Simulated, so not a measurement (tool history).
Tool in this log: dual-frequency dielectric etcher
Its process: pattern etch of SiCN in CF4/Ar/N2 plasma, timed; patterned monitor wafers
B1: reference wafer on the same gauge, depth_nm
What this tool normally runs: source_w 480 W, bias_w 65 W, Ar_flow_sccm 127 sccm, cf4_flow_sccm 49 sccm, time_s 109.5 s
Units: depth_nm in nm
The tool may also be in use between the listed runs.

{"run": 1, "hour": 0.0, "source_w": 480, "bias_w": 65, "Ar_flow_sccm": 127, "cf4_flow_sccm": 49, "time_s": 96.0, "B1": 89.3, "depth_nm": 82.4}
{"run": 2, "hour": 10.7, "source_w": 480, "bias_w": 65, "Ar_flow_sccm": 127, "cf4_flow_sccm": 49, "time_s": 96.0, "B1": 89.3, "depth_nm": 82.9}
{"hour": 40.7, "done": "upper electrode replaced"}
{"run": 3, "hour": 48.0, "source_w": 480, "bias_w": 65, "Ar_flow_sccm": 127, "cf4_flow_sccm": 49, "time_s": 87.5, "B1": 89.3, "depth_nm": 75.8}
{"hour": 54.9, "done": "source power generator calibrated"}
{"run": 4, "hour": 55.4, "source_w": 480, "bias_w": 65, "Ar_flow_sccm": 127, "cf4_flow_sccm": 49, "time_s": 87.5, "B1": 89.3, "depth_nm": 75.5}
{"hour": 71.8, "done": "CF4 flow controller replaced"}
{"run": 5, "hour": 72.3, "source_w": 480, "bias_w": 65, "Ar_flow_sccm": 127, "cf4_flow_sccm": 49, "time_s": 109.5, "B1": 89.3, "depth_nm": 94.9}
{"hour": 95.2, "done": "Ar flow controller replaced"}
{"hour": 95.7, "done": "bias power generator calibrated"}
{"run": 6, "hour": 118.2, "source_w": 480, "bias_w": 65, "Ar_flow_sccm": 127, "cf4_flow_sccm": 49, "time_s": 109.5, "B1": 89.3, "depth_nm": 95.2}
{"run": 7, "hour": 128.3, "source_w": 480, "bias_w": 65, "Ar_flow_sccm": 127, "cf4_flow_sccm": 49, "time_s": 109.5, "B1": 89.2, "depth_nm": 94.5}
{"run": 8, "hour": 144.0, "source_w": 480, "bias_w": 65, "Ar_flow_sccm": 158, "cf4_flow_sccm": 37, "time_s": 109.5, "B1": 89.4, "depth_nm": 86.7}
{"hour": 158.9, "done": "gauge calibrated"}
{"hour": 168.9, "done": "wet clean of the chamber"}
{"run": 9, "hour": 169.4, "source_w": 580, "bias_w": 75, "Ar_flow_sccm": 127, "cf4_flow_sccm": 59, "time_s": 80.0, "B1": 89.3, "depth_nm": 90.9}
{"run": 10, "hour": 169.7, "source_w": 450, "bias_w": 65, "Ar_flow_sccm": 143, "cf4_flow_sccm": 55, "time_s": 109.5, "B1": 89.3, "depth_nm": 87.8}

What will run 11 give?
{"run": 11, "hour": 178.4, "source_w": 480, "bias_w": 56, "Ar_flow_sccm": 99, "cf4_flow_sccm": 43, "time_s": 79.0, "B1": "?", "depth_nm": "?"}

{"run 11": {"B1": 89.2, "depth_nm": 67.0}}
Had the tool carried no hidden state, the very same run would have given depth_nm 67.0 nm.
